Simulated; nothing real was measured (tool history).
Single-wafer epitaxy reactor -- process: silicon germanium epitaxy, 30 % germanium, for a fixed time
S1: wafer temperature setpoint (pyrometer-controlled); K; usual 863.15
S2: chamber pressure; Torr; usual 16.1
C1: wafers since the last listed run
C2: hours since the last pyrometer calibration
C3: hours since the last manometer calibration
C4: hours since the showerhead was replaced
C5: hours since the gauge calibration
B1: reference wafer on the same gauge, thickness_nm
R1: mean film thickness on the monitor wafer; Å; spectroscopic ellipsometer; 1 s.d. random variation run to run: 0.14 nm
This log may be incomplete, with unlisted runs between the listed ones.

run	hour	S1	S2	C1	C2	C3	C4	C5	B1	R1
1	0	863.15	16.1	0	616	1621.5	4877.8	418.6	37.868	471.73
2	34.8	863.15	16.1	734	650.8	1656.3	4912.6	453.4	37.922	470.32
3	80.3	863.15	16.1	960	696.3	1701.8	4958.1	498.9	37.878	471.83
4	110	863.15	16.1	627	726	1731.5	4987.8	528.6	37.93	472.14
5	138.1	863.15	16.1	593	754.1	1759.6	5015.9	556.7	37.948	470.44
6	165	863.15	17.7	568	781	1786.5	5042.8	583.6	37.909	489.42
7	234.5	863.15	16.1	1467	850.5	1856	5112.3	653.1	37.894	471.47
8	278.1	863.15	16.1	920	894.1	1899.6	5155.9	696.7	37.888	473.9
9	332.8	863.15	16.1	1155	948.8	1954.3	5210.6	751.4	37.868	472.12
10	400.6	863.15	14.3	1431	1016.6	2022.1	5278.4	819.2	37.922	451.97
11	461.1	867.15	16.1	1277	1077.1	2082.6	5338.9	879.7	37.916	515.25
12	492.7	867.15	16.1	667	1108.7	2114.2	5370.5	911.3	37.892	514.51
13	553.3	867.15	16.1	1279	1169.3	2174.8	5431.1	971.9	37.893	513.21
# hour 604.1: capacitance manometer re-zeroed and calibrated
14	604.6	874.15	19.4	914	1220.6	0.5	5482.4	1023.2	37.846	638.76
15	648.9	863.15	16.1	935	1264.9	44.8	5526.7	1067.5	37.906	471.55
16	697.6	876.15	18.9	1028	1313.6	93.5	5575.4	1116.2	37.956	657.76
# hour 727.6: gauge calibrated
17	735.2	863.15	16.1	794	1351.2	131.1	5613	7.6	37.955	469.17
18	785	863.15	16.1	1051	1401	180.9	5662.8	57.4	37.902	472.26
# hour 821.6: showerhead replaced
# hour 862.3: pyrometer calibrated
19	862.8	849.15	16.1	1305	0.5	258.7	41.2	135.2	37.931	347.8
20	909.9	868.15	16.1	994	47.6	305.8	88.3	182.3	37.87	524.74
21	967.8	852.15	17.4	1222	105.5	363.7	146.2	240.2	37.841	383.7
22	1020.2	876.15	16.1	1106	157.9	416.1	198.6	292.6	37.85	615.26
23	1163.1	863.15	16.1	3018	300.8	559	341.5	435.5	37.888	472.94
24	1217.3	857.15	18.3	1144	355	613.2	395.7	489.7	37.923	433
25	1274.4	876.15	18.8	1205	412.1	670.3	452.8	546.8	37.847	655.99
26	1327.7	852.15	14	1125	465.4	723.6	506.1	600.1	37.945	353.93
27	1355.8	852.15	17.5	593	493.5	751.7	534.2	628.2	37.843	385.23

3 options for the next run, each taken on its own from the tool as it stands now. Forecast them:
A	1356.2	863.15	13.5	8	493.9	752.1	534.6	628.6	?	?
B	1356.2	878.15	18.7	8	493.9	752.1	534.6	628.6	?	?
C	1356.2	863.15	17.5	8	493.9	752.1	534.6	628.6	?	?

run	B1	R1
A	37.932	441.42
B	37.932	681.85
C	37.932	486.12
With the hidden condition removed and each run's random variation left untouched, the same runs would have given:
run	R1
A	441.42
B	681.85
C	486.12
